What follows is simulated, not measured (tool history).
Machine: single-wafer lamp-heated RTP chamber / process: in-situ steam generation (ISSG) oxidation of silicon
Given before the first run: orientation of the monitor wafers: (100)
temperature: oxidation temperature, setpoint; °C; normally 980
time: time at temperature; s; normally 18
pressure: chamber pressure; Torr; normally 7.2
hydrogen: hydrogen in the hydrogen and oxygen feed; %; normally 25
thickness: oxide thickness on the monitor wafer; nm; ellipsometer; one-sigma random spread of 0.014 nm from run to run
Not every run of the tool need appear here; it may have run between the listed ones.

run   hour  temperature  time  pressure  hydrogen  read-back reference wafer on the same gauge, thickness  thickness
  1      0          980    16       7.2        25                                                   4.783      4.521
  2   55.1          980    16       7.2        25                                                   4.781      4.549
  3  114.8          980    18       7.2        25                                                   4.786      4.778
  4  145.1          980    18       7.2        25                                                   4.771      4.793
  5  189.4          980    18       7.2        25                                                   4.783      4.768
  6  244.2          980    18       8.2        25                                                   4.783      4.802
     259.5  -- pressure gauge zeroed
  7  281.7          980    18       7.2        25                                                   4.781      4.797
  8  345.5          980    18       7.2        25                                                   4.776      4.796
  9  415.7          980    18       7.2        25                                                   4.776      4.818
     443.6  -- pyrometer window cleaned and pyrometer calibrated
 10  450.2          965    18       7.2        25                                                   4.776      4.464
     489.6  -- hydrogen flow controller replaced
 11  491.7          986    22       6.9        30                                                   4.782      5.538
 12  533.7          998    18       7.2        31                                                   4.771      5.359
     548.6  -- gauge calibrated
 13  591.4          980    18       7.2        25                                                   4.783      4.754
 14  623.2          980    22       6.9        25                                                   4.785      5.158
 15  686.5          980    18       7.9        30                                                   4.788       4.98
 16  728.4          986    11       8.6        18                                                   4.781      3.634

Each row is a separate what-if for the run after 16, all from the same tool condition, not one after another. Results?
  A  728.8          980    18       7.2        25                                                       ?          ?
  B  728.8          980    13       7.2        32                                                       ?          ?
  C  728.8          980    24       7.8        19                                                       ?          ?
  D  728.8          997    18       7.2        18                                                       ?          ?

run  read-back reference wafer on the same gauge, thickness  thickness
  A                                                   4.779      4.766
  B                                                   4.779      4.471
  C                                                   4.779       5.08
  D                                                   4.779      4.681
Take away the tool's hidden state, keep each run's random variation, and the runs would have read:
run  thickness
  A        4.7
  B      4.416
  C      5.003
  D      4.609
